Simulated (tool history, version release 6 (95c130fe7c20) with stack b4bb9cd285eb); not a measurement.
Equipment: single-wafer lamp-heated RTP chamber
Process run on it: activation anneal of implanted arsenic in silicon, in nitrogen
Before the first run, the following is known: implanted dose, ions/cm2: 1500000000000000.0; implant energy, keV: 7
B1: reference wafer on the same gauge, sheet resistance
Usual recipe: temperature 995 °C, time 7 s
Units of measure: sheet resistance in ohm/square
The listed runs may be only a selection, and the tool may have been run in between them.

Run 1, hour 0.0: usual settings but temperature 979 °C; B1 190.92. Result: sheet resistance 188.62 ohm/square.
Run 2, hour 25.7: usual settings; B1 190.62. Result: sheet resistance 172.89 ohm/square.
Run 3, hour 61.4: usual settings; B1 190.93. Result: sheet resistance 174.14 ohm/square.
Run 4, hour 102.3: usual settings; B1 190.85. Result: sheet resistance 174.07 ohm/square.
Run 5, hour 158.5: usual settings; B1 190.88. Result: sheet resistance 175.37 ohm/square.
Run 6, hour 214.4: usual settings but temperature 987 °C; B1 191.13. Result: sheet resistance 181.73 ohm/square.
Run 7, hour 285.2: usual settings but temperature 987 °C; B1 190.78. Result: sheet resistance 180.24 ohm/square.
Run 8, hour 337.3: usual settings but time 4 s; B1 191.24. Result: sheet resistance 190.91 ohm/square.
Run 9, hour 367.7: usual settings but time 4 s; B1 191.12. Result: sheet resistance 188.33 ohm/square.
Run 10, hour 422.2: usual settings; B1 191.12. Result: sheet resistance 174.09 ohm/square.
Run 11, hour 479.9: usual settings but time 10 s; B1 191.12. Result: sheet resistance 163.49 ohm/square.
Run 12, hour 530.9: usual settings but temperature 984 °C; B1 190.62. Result: sheet resistance 184.49 ohm/square.
Run 13, hour 598.1: usual settings but temperature 1009 °C, time 3 s; B1 190.78. Result: sheet resistance 184.41 ohm/square.
Run 14, hour 637.4: usual settings but temperature 986 °C, time 11 s; B1 190.62. Result: sheet resistance 168.86 ohm/square.
Run 15, hour 701.1: usual settings but temperature 980 °C, time 9 s; B1 190.91. Result: sheet resistance 180.50 ohm/square.
Run 16, hour 755.5: usual settings but temperature 973 °C, time 3 s; B1 190.88. Result: sheet resistance 211.67 ohm/square.
Run 17, hour 784.1: usual settings but temperature 978 °C, time 9 s; B1 190.96. Result: sheet resistance 182.75 ohm/square.
Run 18, hour 848.3: usual settings but temperature 1012 °C, time 9 s; B1 190.86. Result: sheet resistance 149.82 ohm/square.
Run 19, hour 901.8: usual settings but temperature 980 °C, time 9 s; B1 191.25. Result: sheet resistance 182.47 ohm/square.

Taken out of this log: 5 entries between the listed runs. Where each belongs, and how the hidden state differs across it:
Between runs 4 and 5: reflector plate cleaned (hour 144.8)
  no difference in the tool's unlogged condition between these two runs
Between runs 6 and 7: pyrometer window cleaned and pyrometer calibrated (hour 250.0)
  no difference in the tool's unlogged condition between these two runs
Between runs 12 and 13: gauge calibrated (hour 597.6)
  no difference in the tool's unlogged condition between these two runs
Between runs 13 and 14: pyrometer window cleaned and pyrometer calibrated (hour 636.9)
  no difference in the tool's unlogged condition between these two runs
Between runs 14 and 15: reflector plate cleaned (hour 672.1)
  no difference in the tool's unlogged condition between these two runs
